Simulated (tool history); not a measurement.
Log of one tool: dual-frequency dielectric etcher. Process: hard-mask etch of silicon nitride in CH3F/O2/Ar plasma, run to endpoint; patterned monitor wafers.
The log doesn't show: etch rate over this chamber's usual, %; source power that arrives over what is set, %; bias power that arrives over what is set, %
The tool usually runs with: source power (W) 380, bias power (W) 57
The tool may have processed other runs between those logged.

run	hour	source power (W)	bias power (W)	wafers since the last listed run	hours since the last wet clean	hours since the last source power generator calibration	hours since the last bias power generator calibration	hours since the last upper electrode change	incoming incoming film thickness, nm	endpoint time (s)
1	0.0	360	60	0	367.5	1918.1	2569.3	4116.9	51.7	80.1
2	38.3	360	60	421	405.8	1956.4	2607.6	4155.2	52.4	81.3
3	81.2	380	57	471	448.7	1999.3	2650.5	4198.1	52.5	81.5
4	139.4	380	57	639	506.9	2057.5	2708.7	4256.3	51.9	81.0
5	169.9	450	57	335	537.4	2088.0	2739.2	4286.8	52.5	77.5
# hour 195.3: wet clean of the chamber
6	230.7	450	57	404	35.4	2148.8	2800.0	4347.6	53.1	76.1
7	283.0	380	57	574	87.7	2201.1	2852.3	4399.9	52.3	78.5
8	340.9	440	51	636	145.6	2259.0	2910.2	4457.8	52.6	78.1
9	389.1	440	51	529	193.8	2307.2	2958.4	4506.0	52.0	78.5
10	422.5	330	57	367	227.2	2340.6	2991.8	4539.4	52.2	84.0
11	488.3	380	57	723	293.0	2406.4	3057.6	4605.2	52.0	79.9
12	522.4	380	57	374	327.1	2440.5	3091.7	4639.3	52.3	80.6
13	555.1	380	57	359	359.8	2473.2	3124.4	4672.0	52.5	80.4
14	583.9	420	52	316	388.6	2502.0	3153.2	4700.8	52.4	80.1
# hour 600.0: bias power generator calibrated
# hour 642.6: upper electrode replaced, of another model than before
15	646.7	380	52	382	451.4	2564.8	46.7	4.1	52.4	82.8
16	687.8	430	68	451	492.5	2605.9	87.8	45.2	52.5	77.7
17	755.9	380	57	748	560.6	2674.0	155.9	113.3	52.3	82.0
18	806.2	380	70	552	610.9	2724.3	206.2	163.6	52.4	79.5
# hour 840.3: wet clean of the chamber
19	861.5	330	50	344	21.2	2779.6	261.5	218.9	52.4	80.7
# hour 903.8: source power generator calibrated
20	905.7	380	57	441	65.4	1.9	305.7	263.1	52.6	78.1
21	936.1	320	68	334	95.8	32.3	336.1	293.5	51.9	77.8
22	963.2	450	67	297	122.9	59.4	363.2	320.6	52.0	73.0
23	1031.4	450	53	749	191.1	127.6	431.4	388.8	51.9	76.3
24	1084.2	420	64	580	243.9	180.4	484.2	441.6	52.4	75.8
25	1147.7	280	57	698	307.4	243.9	547.7	505.1	52.7	84.5
26	1172.8	290	64	275	332.5	269.0	572.8	530.2	52.0	81.4

Hidden state, per run?
source power that arrives over what is set, %: 0, the same for each run
bias power that arrives over what is set, %: 0, the same for each run
H1: etch rate over this chamber's usual, %
run	H1
1	-3.72
2	-4.03
3	-4.39
4	-4.87
5	-5.13
6	-0.727
7	-1.16
8	-1.64
9	-2.04
10	-2.32
11	-2.87
12	-3.15
13	-3.42
14	-3.66
15	-4.18
16	-4.52
17	-5.09
18	-5.51
19	0.276
20	-0.0912
21	-0.344
22	-0.569
23	-1.14
24	-1.57
25	-2.1
26	-2.31
